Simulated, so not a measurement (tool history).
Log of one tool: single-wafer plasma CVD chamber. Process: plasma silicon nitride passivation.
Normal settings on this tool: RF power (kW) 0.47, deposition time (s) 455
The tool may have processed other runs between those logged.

run,hour,RF power (kW),deposition time (s),"read-back reference wafer on the same gauge, thickness_nm",mean film thickness on the monitor wafer (nm)
1,0,0.47,455,554.204,649.237
2,74.7,0.445,455,554.381,643.104
3,155.9,0.445,455,554.457,643.743
4,357,0.445,455,553.907,643.106
5,483.8,0.47,455,554.299,651.586
6,575.6,0.47,455,554.064,653.875
7,677.4,0.47,455,553.974,648.855
8,762.9,0.47,455,554.506,645.728
9,822.6,0.47,455,554.076,651.415
10,921.3,0.47,455,553.978,647.271
# hour 971.9: RF generator calibrated
11,990.5,0.405,455,554.206,634.707
12,1034.4,0.405,455,554.106,638.35
13,1118.9,0.47,400,554.468,580.265
14,1190.4,0.47,400,553.892,579.381
15,1276.8,0.545,421,553.799,623.591
# hour 1310.4: showerhead replaced
16,1335.4,0.47,455,554.098,655.171
17,1428,0.56,403,553.993,604.414
18,1488.7,0.545,455,554.008,674.287
19,1566.3,0.47,513,554.288,732.236
20,1669.3,0.415,455,554.242,636.803
21,1916.1,0.395,414,553.832,568.579
22,1953,0.515,484,554.484,706.995
# hour 1992: gauge calibrated
23,2046.9,0.47,455,554.29,650.128
24,2120.3,0.47,455,554.039,646.819
25,2216.7,0.47,455,554.217,648.904
26,2317.8,0.47,455,553.971,647.888
# hour 2378.3: RF generator calibrated
27,2468.9,0.385,488,553.955,677.808
28,2509.1,0.54,543,554.324,813.866

How would selected steps in mean film thickness on the monitor wafer (nm) from run to run divide? Give the signed amount a tool lacking its hidden state would still show from settings, what came in and random variation, and the signed amount left for the hidden state, including any gauge scatter that is not in both of the compared results.
Unlogged tool condition in this case: delivered RF power above the setpoint (%); gauge reads high (%).
Run 10 -> 11: RF power (kW) 0.47 -> 0.405, RF generator calibrated. mean film thickness on the monitor wafer (nm) -12.564: hidden state +11.49, all else -24.054.
Run 21 -> 22: RF power (kW) 0.395 -> 0.515, deposition time (s) 414 -> 484. mean film thickness on the monitor wafer (nm) +138.416: hidden state -1.89, all else +140.306.
Run 26 -> 27: RF power (kW) 0.47 -> 0.385, deposition time (s) 455 -> 488, RF generator calibrated. mean film thickness on the monitor wafer (nm) +29.92: hidden state +9.133, all else +20.787.
Run 27 -> 28: RF power (kW) 0.385 -> 0.54, deposition time (s) 488 -> 543. mean film thickness on the monitor wafer (nm) +136.058: hidden state -0.642, all else +136.7.
